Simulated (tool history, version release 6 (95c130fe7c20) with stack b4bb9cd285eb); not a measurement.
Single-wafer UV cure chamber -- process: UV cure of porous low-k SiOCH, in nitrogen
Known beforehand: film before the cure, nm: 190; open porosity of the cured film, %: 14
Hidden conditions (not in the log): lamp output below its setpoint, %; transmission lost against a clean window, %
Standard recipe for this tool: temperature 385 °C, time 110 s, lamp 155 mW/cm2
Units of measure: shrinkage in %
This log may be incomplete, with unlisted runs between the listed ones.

run    hour  temperature  time  lamp  wafers since the last listed run  hours since the UV bulbs were replaced  wafers since the quartz window was cleaned  shrinkage
  1       0          385   110   155                                 0                                   284.1                                         415      9.417
  2    32.4          385   110   186                               148                                   316.5                                         564       9.97
  3      69          385   110   186                               168                                   353.1                                         732     10.457
  4   279.9          385   110   186                               968                                     564                                        1701      9.418
  5   326.6          385   110   155                               214                                   610.7                                        1915      8.985
  6   390.4          385   110   155                               293                                   674.5                                        2208      8.498
  7   435.3          385   110   155                               206                                   719.4                                        2414      8.753
  8   492.3          385   110   155                               261                                   776.4                                        2676      8.721
  9   553.6          385   110   180                               281                                   837.7                                        2958      9.052
 10   578.6          385   110   155                               114                                   862.7                                        3073      8.656
 11   726.3          385   110   155                               678                                  1010.4                                        3751      8.461
 12   765.3          385   110   155                               179                                  1049.4                                        3930      8.492
 13   831.6          385   110   155                               304                                  1115.7                                        4235       8.44
 14     861          385   110   155                               135                                  1145.1                                        4370      8.488
 15   929.9          385   110   155                               316                                    1214                                        4686      8.386
 16   979.3          385   110   155                               226                                  1263.4                                        4913      8.356
     1057.5  -- quartz window cleaned
 17  1135.5          385   110   155                               680                                  1419.6                                         358      9.347
 18  1166.1          385   110   155                               140                                  1450.2                                         498      9.208
 19  1223.4          385   110   155                               263                                  1507.5                                         762      9.181
 20  1288.4          385   110   155                               298                                  1572.5                                        1060      8.868
 21  1318.3          385   110   155                               137                                  1602.4                                        1198      8.714
 22  1349.7          402   110   127                               144                                  1633.8                                        1342       8.55
 23  1384.6          392   150   135                               160                                  1668.7                                        1502       9.46
 24  1432.3          374   110   130                               219                                  1716.4                                        1721      7.663
 25  1499.9          371   110   190                               310                                    1784                                        2032       8.91
 26  1565.7          385   110   155                               302                                  1849.8                                        2334      8.758
 27  1623.7          395    65   175                               266                                  1907.8                                        2600      6.951
 28  1660.4          385    80   128                               168                                  1944.5                                        2769      6.422
 29  1698.8          385   110   155                               176                                  1982.9                                        2945      8.488
 30  1809.2          378    75   189                               507                                  2093.3                                        3452      7.449
 31  1839.2          377    75   116                               137                                  2123.3                                        3590      5.667
     1858.6  -- UV bulbs replaced
 32  1885.2          373   110   155                               174                                    26.6                                        3765      8.733
 33  1923.7          366   110   117                               176                                    65.1                                        3942      7.471
 34    1959          385   110   155                               162                                   100.4                                        4104      9.054
 35  2028.2          392   110   155                               317                                   169.6                                        4422      9.012
     2079.1  -- quartz window cleaned
 36  2079.6          385   110   155                               199                                     221                                           2      9.463
 37  2110.1          385   110   155                               140                                   251.5                                         142      9.364
 38  2295.3          385   110   155                               850                                   436.7                                         993      9.135
 39  2334.9          366   110   167                               181                                   476.3                                        1175      9.154
 40  2395.5          385   110   155                               278                                   536.9                                        1453      8.935

Forecast each of these 3 alternatives for the next run:
  A  2396          385   110   155                                 2                                   537.4                                        1455          ?
  B  2396          385    50   177                                 2                                   537.4                                        1455          ?
  C  2396          385   140   133                                 2                                   537.4                                        1455          ?

run  shrinkage
  A      8.884
  B      6.278
  C      9.256
With no hidden state in the tool, these same runs would have given:
run  shrinkage
  A       9.99
  B      7.272
  C     10.375

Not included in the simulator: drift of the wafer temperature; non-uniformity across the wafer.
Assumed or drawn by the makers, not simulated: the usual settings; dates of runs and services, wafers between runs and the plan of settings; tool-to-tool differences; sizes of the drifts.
